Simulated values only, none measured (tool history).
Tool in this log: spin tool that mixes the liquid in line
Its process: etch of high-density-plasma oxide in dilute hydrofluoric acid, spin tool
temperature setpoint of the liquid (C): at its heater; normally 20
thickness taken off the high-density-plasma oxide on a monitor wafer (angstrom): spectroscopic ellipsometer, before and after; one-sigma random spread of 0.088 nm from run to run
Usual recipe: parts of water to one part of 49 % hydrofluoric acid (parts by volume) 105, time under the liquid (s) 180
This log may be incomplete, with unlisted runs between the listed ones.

run,day,temperature setpoint of the liquid (C),parts of water to one part of 49 % hydrofluoric acid (parts by volume),time under the liquid (s),"read-back film thickness of the high-density-plasma oxide reference wafer, read on the same gauge (nm)",thickness taken off the high-density-plasma oxide on a monitor wafer (angstrom)
1,0,20,105,180,110.01,155.2
2,2.771,20,105,180,110.02,154.4
3,3.842,24,135,180,110,138.5
4,6.254,24,135,180,109.99,136.7
5,7.904,20,105,180,109.98,155.4
6,8.971,20,105,180,109.97,154.6
7,10.7,20,105,180,110.01,154.9
8,12.988,20,105,180,109.97,155.7
9,14.062,20,105,180,109.99,154.5
10,21.054,20,105,180,109.97,154.8
11,23.125,23.5,105,135,110.02,133
12,24.212,20,120,180,109.99,133.7
13,25.467,20,120,180,109.98,133.5
14,28.158,17,140,135,110.02,74.6
15,30.758,20,105,115,110,98.9
16,32.379,20,105,180,109.98,155.2
17,35.021,20,145,180,110,108.2
18,37.283,17.5,105,180,110,140
19,40.217,24,135,180,110.04,137.3
20,41.967,23.5,90,180,110.01,213.4
21,43.317,17.5,105,245,109.99,191.8
22,48.433,20,80,120,110.03,139.6
23,49.575,17,105,115,109.99,88.2
24,50.908,20,105,180,110.01,154.7
25,53.446,23.5,140,220,110.03,157.3
26,55.679,17.5,65,210,109.98,274.8
27,58.225,17,105,180,110,136.4
28,61.225,17,85,235,109.99,223.2
29,62.325,22.5,70,110,110,165.3
30,64.521,20,130,180,109.99,122.2
31,66.75,20,105,180,110.02,155.4

Not shown here: 3 entries made in the log between runs. Locate each between two listed runs and compare the hidden state at the listed run before it with the hidden state at the listed run after it:
After run 9, before run 10: thermometer replaced (day 16.192)
  no hidden state differs between the two runs
After run 21, before run 22: hydrofluoric acid flow meter replaced (day 43.671); gauge calibrated (day 47.275)
  no hidden state differs between the two runs
